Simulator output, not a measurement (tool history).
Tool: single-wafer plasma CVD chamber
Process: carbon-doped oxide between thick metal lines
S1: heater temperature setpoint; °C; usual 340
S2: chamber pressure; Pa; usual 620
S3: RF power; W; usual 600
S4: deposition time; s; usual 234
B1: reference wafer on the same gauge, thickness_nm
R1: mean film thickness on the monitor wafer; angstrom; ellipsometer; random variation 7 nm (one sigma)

run   hour   S1   S2   S3   S4        B1        R1
  1    0.0  340  620  600  234  1220.996  12689.05
  2   24.3  340  620  600  234  1219.614  12846.63
  3   40.0  340  620  600  234  1224.424  12859.09
  4   69.1  340  620  600  234  1225.566  12899.02
  5  102.8  340  620  600  234  1226.671  12771.09
  6  131.8  340  620  600  234  1228.839  12803.10
     171.3  -- capacitance manometer re-zeroed and calibrated
  7  171.8  340  620  600  234  1230.211  12817.05
  8  242.1  340  620  600  234  1234.375  12825.34
  9  278.1  340  620  600  234  1235.354  12933.30
 10  302.4  340  716  600  234  1235.555  13249.24
 11  320.3  340  487  565  217  1237.339  11099.69
 12  336.1  353  620  600  207  1236.416  11002.69
 13  353.7  333  620  600  208  1240.642  11805.18
     385.3  -- thermocouple changed; heater temperature recalibrated
 14  385.8  340  620  600  234  1241.152  12911.79
 15  413.5  340  620  675  234  1238.243  13836.02
     435.4  -- gauge calibrated
     448.6  -- RF generator calibrated
 16  449.1  340  620  600  234  1205.694  12643.12
 17  453.6  340  620  600  234  1205.326  12648.00
 18  466.9  334  620  560  234  1206.393  12555.67
     486.6  -- showerhead replaced
 19  487.1  340  696  600  201  1207.747  11015.83
 20  500.7  340  620  600  234  1207.107  12631.39
 21  522.7  332  732  600  193  1206.514  11008.57
 22  541.2  340  620  555  256  1206.397  13363.80
 23  570.1  330  660  495  216  1210.476  11023.03
 24  602.0  333  529  570  234  1210.322  12295.69
 25  628.5  349  713  600  220  1212.757  11928.88
 26  653.8  340  725  560  221  1215.815  11944.17
 27  688.6  340  620  690  234  1214.453  13825.89

Forecast each of these 5 alternatives for the next run:
  A  689.1  326  620  600  234   ?   ?
  B  689.1  344  620  485  234   ?   ?
  C  689.1  326  491  600  258   ?   ?
  D  689.1  340  747  600  234   ?   ?
  E  689.1  340  620  700  234   ?   ?

run        B1        R1
  A  1214.935  13458.20
  B  1214.935  11273.43
  C  1214.935  14257.96
  D  1214.935  13216.38
  E  1214.935  13907.88
Without the tool's hidden state the same runs would have given:
run        R1
  A  13279.72
  B  11123.92
  C  14068.88
  D  13041.11
  E  13723.44

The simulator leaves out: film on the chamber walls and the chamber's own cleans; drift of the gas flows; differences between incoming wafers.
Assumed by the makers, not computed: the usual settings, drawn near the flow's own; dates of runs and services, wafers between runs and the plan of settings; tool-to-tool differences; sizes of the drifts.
